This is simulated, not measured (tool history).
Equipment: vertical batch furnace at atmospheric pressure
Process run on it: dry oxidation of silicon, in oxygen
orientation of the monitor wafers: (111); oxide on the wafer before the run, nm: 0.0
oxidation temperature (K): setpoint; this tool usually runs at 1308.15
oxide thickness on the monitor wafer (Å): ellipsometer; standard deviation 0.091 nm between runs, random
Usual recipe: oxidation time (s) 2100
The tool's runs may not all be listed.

run,hour,oxidation temperature (K),oxidation time (s),wafers since the last listed run,hours since the last temperature calibration,hours since the boat lift was adjusted,hours since the gauge calibration,"read-back reference wafer on the same gauge, thickness",oxide thickness on the monitor wafer (Å)
1,0,1308.15,2100,0,4429.1,3818.3,175.6,60.72,613.9
2,15.3,1297.15,2100,291,4444.4,3833.6,190.9,60.74,572.5
3,23.3,1297.15,2100,152,4452.4,3841.6,198.9,60.72,571.1
4,42,1297.15,2100,355,4471.1,3860.3,217.6,60.74,571.8
5,52.6,1299.15,1680,201,4481.7,3870.9,228.2,60.81,500.9
6,59.5,1299.15,1680,131,4488.6,3877.8,235.1,60.81,500.9
7,70.6,1299.15,1680,211,4499.7,3888.9,246.2,60.76,500.4
# hour 97.9: thermocouples replaced and temperature profile calibrated
# hour 111.1: boat lift adjusted
8,111.6,1308.15,2460,72,13.7,0.5,287.2,60.8,681.6
9,116.3,1289.15,2100,89,18.4,5.2,291.9,60.81,541.6
10,121,1289.15,2100,89,23.1,9.9,296.6,60.78,540.8
11,125.7,1289.15,2100,89,27.8,14.6,301.3,60.8,541.6
12,130.5,1308.15,2100,91,32.6,19.4,306.1,60.82,614.8
13,135.2,1325.15,1170,89,37.3,24.1,310.8,60.81,467.7
14,145.4,1286.15,1200,194,47.5,34.3,321,60.8,366.2
15,158.7,1297.15,2100,253,60.8,47.6,334.3,60.85,573.3
16,174.8,1308.15,1200,306,76.9,63.7,350.4,60.82,426.8
17,182.4,1308.15,1620,144,84.5,71.3,358,60.83,518.4
18,200.1,1308.15,1380,336,102.2,89,375.7,60.89,467.6
# hour 201.5: gauge calibrated
19,217.9,1308.15,1710,338,120,106.8,16.4,60.14,530.8
20,229.3,1290.15,2400,216,131.4,118.2,27.8,60.23,588.5
21,243,1308.15,3120,260,145.1,131.9,41.5,60.24,787.6
22,259.1,1308.15,2100,306,161.2,148,57.6,60.39,610.4
23,271.6,1299.15,1680,237,173.7,160.5,70.1,60.42,498.7
24,280.4,1283.15,2100,167,182.5,169.3,78.9,60.42,513.4
25,292.4,1299.15,1680,228,194.5,181.3,90.9,60.47,497.8

Hidden state at the last listed run before each entry between runs and at the first one after, where it differs:
In the gap between runs 7 and 8: thermocouples replaced and temperature profile calibrated (hour 97.9); boat lift adjusted (hour 111.1)
  gauge reads high (%): 1.47 -> 1.52
  measured result minus the result with no hidden state, oxide thickness on the monitor wafer (Å): +7.2 -> +10.2
In the gap between runs 18 and 19: gauge calibrated (hour 201.5)
  gauge reads high (%): 1.58 -> 0.382
  measured result minus the result with no hidden state, oxide thickness on the monitor wafer (Å): +7.3 -> +2

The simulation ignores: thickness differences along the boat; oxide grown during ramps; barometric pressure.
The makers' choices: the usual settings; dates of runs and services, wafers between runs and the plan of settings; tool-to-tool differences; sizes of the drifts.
